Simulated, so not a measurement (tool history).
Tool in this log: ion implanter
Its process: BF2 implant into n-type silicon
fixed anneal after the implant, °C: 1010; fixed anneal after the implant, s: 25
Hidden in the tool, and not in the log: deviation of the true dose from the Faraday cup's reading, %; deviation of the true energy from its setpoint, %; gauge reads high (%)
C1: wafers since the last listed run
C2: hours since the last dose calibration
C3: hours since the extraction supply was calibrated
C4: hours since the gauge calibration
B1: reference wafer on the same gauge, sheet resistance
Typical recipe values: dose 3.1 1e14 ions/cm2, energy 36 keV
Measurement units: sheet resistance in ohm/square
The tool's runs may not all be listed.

Run 1, hour 0: usual settings; C1 0; C2 1091.8; C3 3384.8; C4 527.7; B1 393.1. Result: sheet resistance 357.66 ohm/square.
Run 2, hour 76.5: usual settings; C1 1117; C2 1168.3; C3 3461.3; C4 604.2; B1 394.18. Result: sheet resistance 360.34 ohm/square.
Run 3, hour 158.8: usual settings; C1 1202; C2 1250.6; C3 3543.6; C4 686.5; B1 394.69. Result: sheet resistance 357.3 ohm/square.
Run 4, hour 227.7: usual settings; C1 1006; C2 1319.5; C3 3612.5; C4 755.4; B1 394.72. Result: sheet resistance 359.88 ohm/square.
Run 5, hour 288.8: usual settings; C1 892; C2 1380.6; C3 3673.6; C4 816.5; B1 394.86. Result: sheet resistance 357.42 ohm/square.
Run 6, hour 354.8: usual settings but dose 2.8 1e14 ions/cm2; C1 964; C2 1446.6; C3 3739.6; C4 882.5; B1 395.3. Result: sheet resistance 392.16 ohm/square.
Run 7, hour 453.6: usual settings but dose 2.8 1e14 ions/cm2; C1 1443; C2 1545.4; C3 3838.4; C4 981.3; B1 395.8. Result: sheet resistance 393.02 ohm/square.
Run 8, hour 517.6: usual settings but dose 2.8 1e14 ions/cm2; C1 934; C2 1609.4; C3 3902.4; C4 1045.3; B1 395.75. Result: sheet resistance 393.99 ohm/square.
Run 9, hour 554.3: usual settings; C1 536; C2 1646.1; C3 3939.1; C4 1082; B1 395.99. Result: sheet resistance 362.32 ohm/square.
Run 10, hour 601.5: usual settings; C1 689; C2 1693.3; C3 3986.3; C4 1129.2; B1 395.38. Result: sheet resistance 359.35 ohm/square.
Run 11, hour 665.6: usual settings; C1 936; C2 1757.4; C3 4050.4; C4 1193.3; B1 395.54. Result: sheet resistance 359.84 ohm/square.
At hour 749.9: Faraday cup replaced and dose calibrated.
Run 12, hour 750.4: usual settings; C1 1121; C2 0.5; C3 4135.2; C4 1278.1; B1 396.82. Result: sheet resistance 359.47 ohm/square.
Run 13, hour 828.2: usual settings; C1 1136; C2 78.3; C3 4213; C4 1355.9; B1 395.91. Result: sheet resistance 359.01 ohm/square.
Run 14, hour 923.4: usual settings; C1 1390; C2 173.5; C3 4308.2; C4 1451.1; B1 396.54. Result: sheet resistance 358.76 ohm/square.
Run 15, hour 986.1: usual settings; C1 915; C2 236.2; C3 4370.9; C4 1513.8; B1 396.64. Result: sheet resistance 361.61 ohm/square.
Run 16, hour 1030.6: usual settings; C1 650; C2 280.7; C3 4415.4; C4 1558.3; B1 396.54. Result: sheet resistance 362.42 ohm/square.
Run 17, hour 1110.5: usual settings but energy 47.5 keV; C1 1167; C2 360.6; C3 4495.3; C4 1638.2; B1 396.77. Result: sheet resistance 348.89 ohm/square.
Run 18, hour 1201.9: usual settings but dose 2.76 1e14 ions/cm2, energy 47 keV; C1 1335; C2 452; C3 4586.7; C4 1729.6; B1 396.54. Result: sheet resistance 388.01 ohm/square.
Run 19, hour 1246.5: usual settings; C1 651; C2 496.6; C3 4631.3; C4 1774.2; B1 396.84. Result: sheet resistance 359.68 ohm/square.
At hour 1301.8: gauge calibrated.
At hour 1375.3: extraction supply calibrated.
Run 20, hour 1406.6: usual settings; C1 2221; C2 656.7; C3 31.3; C4 104.8; B1 389.75. Result: sheet resistance 355.76 ohm/square.
Run 21, hour 1462.2: usual settings but energy 47 keV; C1 812; C2 712.3; C3 86.9; C4 160.4; B1 389.91. Result: sheet resistance 345.56 ohm/square.
Run 22, hour 1520: usual settings but dose 3.91 1e14 ions/cm2, energy 32.5 keV; C1 844; C2 770.1; C3 144.7; C4 218.2; B1 390.42. Result: sheet resistance 293.79 ohm/square.
Run 23, hour 1608.7: usual settings but energy 47.5 keV; C1 1295; C2 858.8; C3 233.4; C4 306.9; B1 392.31. Result: sheet resistance 346.07 ohm/square.
Run 24, hour 1704.4: usual settings; C1 1398; C2 954.5; C3 329.1; C4 402.6; B1 393.08. Result: sheet resistance 358.57 ohm/square.
Run 25, hour 1762: usual settings but dose 2.25 1e14 ions/cm2, energy 41.5 keV; C1 841; C2 1012.1; C3 386.7; C4 460.2; B1 393.17. Result: sheet resistance 462.45 ohm/square.
Run 26, hour 1853.6: usual settings but dose 2.35 1e14 ions/cm2, energy 27.5 keV; C1 1338; C2 1103.7; C3 478.3; C4 551.8; B1 393.3. Result: sheet resistance 463.77 ohm/square.
Run 27, hour 1920.8: usual settings but dose 2.64 1e14 ions/cm2, energy 44 keV; C1 981; C2 1170.9; C3 545.5; C4 619; B1 393.36. Result: sheet resistance 402.06 ohm/square.
Run 28, hour 1969.2: usual settings but dose 2.46 1e14 ions/cm2, energy 45 keV; C1 707; C2 1219.3; C3 593.9; C4 667.4; B1 393.51. Result: sheet resistance 424.63 ohm/square.
Run 29, hour 2048.7: usual settings but dose 3.53 1e14 ions/cm2, energy 40 keV; C1 1161; C2 1298.8; C3 673.4; C4 746.9; B1 394.08. Result: sheet resistance 317.93 ohm/square.
Run 30, hour 2105.6: usual settings but dose 3.79 1e14 ions/cm2, energy 45.5 keV; C1 831; C2 1355.7; C3 730.3; C4 803.8; B1 394.41. Result: sheet resistance 296.56 ohm/square.
Run 31, hour 2194.8: usual settings but dose 2.44 1e14 ions/cm2, energy 24.5 keV; C1 1303; C2 1444.9; C3 819.5; C4 893; B1 394.69. Result: sheet resistance 451.92 ohm/square.
Run 32, hour 2249.1: usual settings but dose 3.84 1e14 ions/cm2, energy 44 keV; C1 793; C2 1499.2; C3 873.8; C4 947.3; B1 395.42. Result: sheet resistance 292.34 ohm/square.
Run 33, hour 2347: usual settings but dose 3.56 1e14 ions/cm2, energy 46.5 keV; C1 1430; C2 1597.1; C3 971.7; C4 1045.2; B1 395.14. Result: sheet resistance 312.86 ohm/square.

The logged runs with the hidden state left out (each run's random variation unchanged):
run  sheet resistance
  1            353.51
  2            355.78
  3            352.43
  4             354.7
  5            352.07
  6            386.07
  7            386.61
  8            387.39
  9            356.18
 10            353.16
 11            353.51
 12               353
 13            352.44
 14            352.07
 15             354.8
 16            355.54
 17            342.19
 18            380.48
 19            352.67
 20            355.17
 21            344.46
 22            292.42
 23            343.77
 24            355.53
 25            458.07
 26            458.73
 27            397.34
 28            419.39
 29            313.73
 30            292.47
 31            445.34
 32            287.97
 33            307.96
